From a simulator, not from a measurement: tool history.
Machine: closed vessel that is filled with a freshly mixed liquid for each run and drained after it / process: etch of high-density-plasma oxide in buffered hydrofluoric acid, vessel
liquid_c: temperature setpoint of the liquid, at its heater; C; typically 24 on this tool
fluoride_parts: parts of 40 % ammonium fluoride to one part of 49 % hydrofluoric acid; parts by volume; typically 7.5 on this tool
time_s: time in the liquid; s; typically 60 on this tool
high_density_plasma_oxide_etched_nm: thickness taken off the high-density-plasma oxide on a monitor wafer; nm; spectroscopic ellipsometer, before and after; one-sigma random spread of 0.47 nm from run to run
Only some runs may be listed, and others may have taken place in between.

run,hour,liquid_c,fluoride_parts,time_s,"read-back film thickness of the high-density-plasma oxide reference wafer, read on the same gauge (nm)",high_density_plasma_oxide_etched_nm
1,0,24,7.5,35,109.99,66.53
2,19.9,24,7.5,35,110.01,66.72
# hour 28.8: thermometer replaced
3,29.3,24,7.5,60,110.01,99.06
4,67.9,24,7.5,60,110,100.16
5,79.6,24,7.5,60,110.02,99.36
6,88.4,24,7.5,60,110.04,100.62
7,96,25.5,7.5,60,110,108.85
8,109.3,21.5,5.5,40,110,77.34
9,115.3,19.5,5.5,60,109.99,103.54
10,125.2,24,7.5,60,110.01,101.51
11,141,24,10,50,110.01,63.81
12,155.3,24,9,60,110,82.96
# hour 166.7: gauge calibrated
13,168.6,28,8.5,70,110.01,127.02
14,182.8,24,9.5,60,110.01,79.96
15,196.5,24,7.5,60,110.01,101.94
16,206.7,24,7.5,75,109.97,127.98
17,218.2,24,7.5,60,110,102.19
18,224.3,29,7.5,60,110.01,133.03
19,235.8,21,10.5,75,109.99,79.06
# hour 237.3: hydrofluoric acid flow meter replaced
20,249.7,26.5,5.5,50,109.98,123.91
21,267.4,29,5,40,109.99,123.98
22,276.2,28,6,30,109.99,75.94
23,282.7,20.5,7.5,60,110.02,81.68
24,300.3,26.5,7.5,40,110.01,76.07
25,312,24,7.5,60,110.01,98.69
26,326.2,24,7.5,60,110.02,99.8
27,337.3,24,7.5,60,109.97,100.66
28,353.1,24,5,85,110.01,203.99
29,371.3,24,9,85,110,116.52
30,380.5,26,7.5,60,110.01,112.07
31,392.1,24,5,60,109.98,143.04

Run-by-run hidden state of the tool:
gauge reads high (%): 0 across all the runs
H1: liquid hotter than its thermometer reads (K)
H2: hydrofluoric acid flow above the setpoint (%)
run,H1,H2
1,2.92,1.84
2,2.94,1.99
3,0.42,2.06
4,0.453,2.36
5,0.463,2.45
6,0.471,2.52
7,0.477,2.58
8,0.489,2.68
9,0.494,2.72
10,0.503,2.8
11,0.516,2.92
12,0.529,3.03
13,0.54,3.13
14,0.553,3.24
15,0.564,3.35
16,0.573,3.43
17,0.583,3.51
18,0.588,3.56
19,0.598,3.65
20,0.61,0.125
21,0.626,0.261
22,0.633,0.328
23,0.639,0.378
24,0.654,0.513
25,0.664,0.603
26,0.677,0.712
27,0.686,0.797
28,0.7,0.918
29,0.716,1.06
30,0.724,1.13
31,0.734,1.22
